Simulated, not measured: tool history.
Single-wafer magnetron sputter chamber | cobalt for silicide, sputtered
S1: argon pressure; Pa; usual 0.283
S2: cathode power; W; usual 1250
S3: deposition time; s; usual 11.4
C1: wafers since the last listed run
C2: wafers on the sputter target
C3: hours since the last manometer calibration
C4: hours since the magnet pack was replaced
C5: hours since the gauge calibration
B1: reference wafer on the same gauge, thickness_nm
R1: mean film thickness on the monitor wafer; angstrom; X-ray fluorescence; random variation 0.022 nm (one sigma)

Run 1, day 0: usual settings; C1 0; C2 3107; C3 385.2; C4 9962.2; C5 1064.5; B1 8.182. Result: R1 79.84 angstrom.
Run 2, day 4.288: usual settings but S1 0.309 Pa, S3 10.8 s; C1 1990; C2 5097; C3 488.1; C4 10065.1; C5 1167.4; B1 8.194. Result: R1 74.56 angstrom.
Run 3, day 6.738: usual settings but S1 0.309 Pa, S3 10.8 s; C1 1137; C2 6234; C3 546.9; C4 10123.9; C5 1226.2; B1 8.181. Result: R1 74.57 angstrom.
Run 4, day 11.196: usual settings but S3 12.2 s; C1 2069; C2 8304; C3 653.9; C4 10230.9; C5 1333.2; B1 8.182. Result: R1 83.72 angstrom.
At day 11.808: sputter target and shields replaced.
Run 5, day 15.404: usual settings but S1 0.337 Pa; C1 1798; C2 1669; C3 754.9; C4 10331.9; C5 1434.2; B1 8.191. Result: R1 79.45 angstrom.
Run 6, day 18.083: usual settings but S2 1200 W; C1 1243; C2 2912; C3 819.2; C4 10396.2; C5 1498.5; B1 8.179. Result: R1 76.86 angstrom.
Run 7, day 20.979: usual settings but S3 12.3 s; C1 1344; C2 4257; C3 888.7; C4 10465.7; C5 1568; B1 8.182. Result: R1 85.59 angstrom.
Run 8, day 24.812: usual settings but S3 12.3 s; C1 1779; C2 6036; C3 980.7; C4 10557.7; C5 1660; B1 8.181. Result: R1 85.51 angstrom.
At day 26.25: sputter target and shields replaced.
Run 9, day 27.458: usual settings; C1 1073; C2 560; C3 1044.2; C4 10621.2; C5 1723.5; B1 8.172. Result: R1 80.77 angstrom.
Run 10, day 30.1: usual settings; C1 1226; C2 1786; C3 1107.6; C4 10684.6; C5 1786.9; B1 8.181. Result: R1 80.23 angstrom.
Run 11, day 31.633: usual settings; C1 711; C2 2498; C3 1144.4; C4 10721.4; C5 1823.7; B1 8.184. Result: R1 79.89 angstrom.
At day 33.325: capacitance manometer re-zeroed and calibrated.
Run 12, day 34.504: usual settings; C1 1177; C2 3676; C3 28.3; C4 10790.3; C5 1892.6; B1 8.175. Result: R1 80.09 angstrom.
Run 13, day 36.688: usual settings; C1 1013; C2 4689; C3 80.7; C4 10842.7; C5 1945; B1 8.185. Result: R1 79.81 angstrom.
At day 38.546: gauge calibrated.
Run 14, day 40.233: usual settings; C1 1645; C2 6335; C3 165.8; C4 10927.8; C5 40.5; B1 8.176. Result: R1 79.56 angstrom.
At day 41.996: magnet pack replaced.
Run 15, day 43.55: usual settings; C1 1384; C2 7720; C3 245.4; C4 37.3; C5 120.1; B1 8.181. Result: R1 78.94 angstrom.
At day 45.204: sputter target and shields replaced.
Run 16, day 47.308: usual settings but S1 0.252 Pa, S2 1450 W; C1 1589; C2 977; C3 335.6; C4 127.5; C5 210.3; B1 8.173. Result: R1 93.56 angstrom.
Run 17, day 50.333: usual settings but S3 9.5 s; C1 1404; C2 2381; C3 408.2; C4 200.1; C5 282.9; B1 8.171. Result: R1 66.85 angstrom.
Run 18, day 54.258: usual settings but S1 0.325 Pa, S2 950 W; C1 1821; C2 4203; C3 502.4; C4 294.3; C5 377.1; B1 8.182. Result: R1 60.17 angstrom.
Run 19, day 56.404: usual settings; C1 996; C2 5199; C3 553.9; C4 345.8; C5 428.6; B1 8.165. Result: R1 79.58 angstrom.
Run 20, day 58.567: usual settings but S2 1350 W, S3 10.5 s; C1 1003; C2 6203; C3 605.8; C4 397.7; C5 480.5; B1 8.182. Result: R1 79.04 angstrom.
Run 21, day 60.442: usual settings; C1 870; C2 7073; C3 650.8; C4 442.7; C5 525.5; B1 8.18. Result: R1 78.85 angstrom.
At day 60.912: sputter target and shields replaced.
Run 22, day 62.971: usual settings but S1 0.173 Pa, S2 1400 W, S3 13.7 s; C1 1019; C2 955; C3 711.5; C4 503.4; C5 586.2; B1 8.185. Result: R1 110.27 angstrom.
Run 23, day 64.888: usual settings but S2 950 W, S3 9.2 s; C1 889; C2 1844; C3 757.5; C4 549.4; C5 632.2; B1 8.182. Result: R1 49.26 angstrom.
Run 24, day 69.192: usual settings but S1 0.251 Pa, S2 1150 W; C1 1997; C2 3842; C3 860.8; C4 652.7; C5 735.5; B1 8.172. Result: R1 73.84 angstrom.
Run 25, day 71.646: usual settings; C1 1139; C2 4981; C3 919.7; C4 711.6; C5 794.4; B1 8.17. Result: R1 79.87 angstrom.
At day 73.154: capacitance manometer re-zeroed and calibrated.
Run 26, day 73.988: usual settings but S3 12.1 s; C1 932; C2 5914; C3 20; C4 767.8; C5 850.6; B1 8.179. Result: R1 83.96 angstrom.
At day 76.217: sputter target and shields replaced.
Run 27, day 76.921: usual settings but S1 0.177 Pa, S2 1450 W, S3 12.2 s; C1 1206; C2 326; C3 90.4; C4 838.2; C5 921; B1 8.172. Result: R1 102.11 angstrom.
Run 28, day 79.021: usual settings but S3 12 s; C1 974; C2 1300; C3 140.8; C4 888.6; C5 971.4; B1 8.179. Result: R1 84.88 angstrom.
Run 29, day 82.196: usual settings; C1 1473; C2 2774; C3 217; C4 964.8; C5 1047.6; B1 8.186. Result: R1 79.9 angstrom.
Run 30, day 84.129: usual settings but S1 0.368 Pa, S2 1400 W, S3 12.7 s; C1 897; C2 3672; C3 263.4; C4 1011.2; C5 1094; B1 8.182. Result: R1 98.22 angstrom.

What the log doesn't show, run by run:
true argon pressure above the setpoint (%): 0 in every run
gauge reads high (%): 0 in every run
H1: deposition rate above that of a new target (%)
run      H1
  1   -1.02
  2   -1.55
  3   -1.85
  4   -2.39
  5  -0.585
  6  -0.914
  7   -1.27
  8   -1.74
  9  -0.174
 10  -0.497
 11  -0.685
 12   -1.04
 13    -1.3
 14   -1.74
 15   -2.15
 16  -0.284
 17  -0.655
 18   -1.14
 19    -1.4
 20   -1.66
 21   -1.89
 22  -0.516
 23   -0.75
 24   -1.28
 25   -1.58
 26   -1.87
 27  -0.206
 28  -0.463
 29  -0.852
 30   -1.09
